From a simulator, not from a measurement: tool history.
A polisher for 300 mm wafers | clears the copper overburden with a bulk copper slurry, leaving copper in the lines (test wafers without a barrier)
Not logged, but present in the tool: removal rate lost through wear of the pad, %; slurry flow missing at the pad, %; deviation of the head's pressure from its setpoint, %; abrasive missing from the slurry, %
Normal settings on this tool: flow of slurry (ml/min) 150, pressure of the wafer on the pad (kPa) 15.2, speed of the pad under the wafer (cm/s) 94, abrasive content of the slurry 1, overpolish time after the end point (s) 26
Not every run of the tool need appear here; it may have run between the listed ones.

| run | hour | flow of slurry (ml/min) | pressure of the wafer on the pad (kPa) | speed of the pad under the wafer (cm/s) | abrasive content of the slurry | overpolish time after the end point (s) | wafers since the last listed run | wafers polished on this pad | hours since the slurry nozzle was cleaned | hours since the head pressure was calibrated | hours since the slurry blender was calibrated | incoming thickness of the incoming film, nm | time until the end point was called (s) | dishing of a wide line in a test structure (Å) |
|---|---|---|---|---|---|---|---|---|---|---|---|---|---|---|
| 1 | 0 | 150 | 15.2 | 94 | 1 | 26 | 0 | 595 | 77 | 901.2 | 42.2 | 949.7 | 141.6 | 636 |
| 2 | 25.5 | 150 | 15.2 | 94 | 1 | 26 | 105 | 700 | 102.5 | 926.7 | 67.7 | 939.3 | 140.5 | 626 |
| 3 | 53.1 | 150 | 15.2 | 94 | 1 | 26 | 114 | 815 | 130.1 | 954.3 | 95.3 | 939.1 | 137.9 | 624 |
| 4 | 74.8 | 125 | 15.2 | 94 | 1 | 26 | 89 | 905 | 151.8 | 976 | 117 | 949.5 | 148.5 | 617 |
| 5 | 109.9 | 125 | 15.2 | 94 | 1 | 26 | 145 | 1050 | 186.9 | 1011.1 | 152.1 | 934.6 | 147.2 | 616 |
| 6 | 133.9 | 125 | 15.2 | 94 | 1 | 26 | 99 | 1150 | 210.9 | 1035.1 | 176.1 | 935.9 | 148.8 | 614 |
| 7 | 160.5 | 150 | 15.2 | 94 | 1 | 26 | 110 | 1260 | 237.5 | 1061.7 | 202.7 | 938.3 | 146.9 | 601 |
| 8 | 185.2 | 150 | 15.2 | 94 | 1 | 26 | 102 | 1363 | 262.2 | 1086.4 | 227.4 | 936.7 | 145.5 | 608 |
| 9 | 216.2 | 150 | 15.2 | 94 | 1 | 26 | 128 | 1491 | 293.2 | 1117.4 | 258.4 | 939.7 | 144.7 | 606 |
|  | 237 | worn pad replaced by a new one |
| 10 | 242.8 | 150 | 17.9 | 94 | 1 | 17 | 93 | 23 | 319.8 | 1144 | 285 | 941.9 | 131.6 | 561 |
| 11 | 262.7 | 150 | 11 | 94 | 1 | 40 | 82 | 106 | 339.7 | 1163.9 | 304.9 | 926 | 203.5 | 595 |
|  | 277.8 | slurry blender recalibrated |
| 12 | 298.6 | 110 | 19.3 | 118 | 1 | 38 | 140 | 247 | 375.6 | 1199.8 | 20.8 | 934 | 106.2 | 795 |
|  | 320.6 | slurry nozzle cleaned |
|  | 344.5 | head pressure recalibrated |
| 13 | 390.5 | 150 | 17.9 | 94 | 1 | 17 | 368 | 615 | 69.9 | 46 | 112.7 | 940 | 117.8 | 568 |
| 14 | 424.9 | 150 | 11 | 108 | 1.2 | 42 | 142 | 758 | 104.3 | 80.4 | 147.1 | 930.1 | 159.8 | 642 |
| 15 | 448.8 | 165 | 9.7 | 94 | 0.75 | 15 | 99 | 857 | 128.2 | 104.3 | 171 | 945.2 | 235.5 | 320 |

Measured less the same run without the tool's hidden state. The same run-to-run variation is in both; the gauge's scatter may not be:
| run | time until the end point was called (s) | dishing of a wide line in a test structure (Å) |
|---|---|---|
| 1 | +3.4 | -6 |
| 2 | +4.1 | -8 |
| 3 | +5 | -9 |
| 4 | +6.9 | -12 |
| 5 | +8.3 | -15 |
| 6 | +9.5 | -17 |
| 7 | +9.3 | -16 |
| 8 | +10.2 | -18 |
| 9 | +11.6 | -21 |
| 10 | +11.6 | -28 |
| 11 | +19.5 | -20 |
| 12 | +14.2 | -17 |
| 13 | +1.4 | -4 |
| 14 | +3 | -3 |
| 15 | +5.2 | -5 |
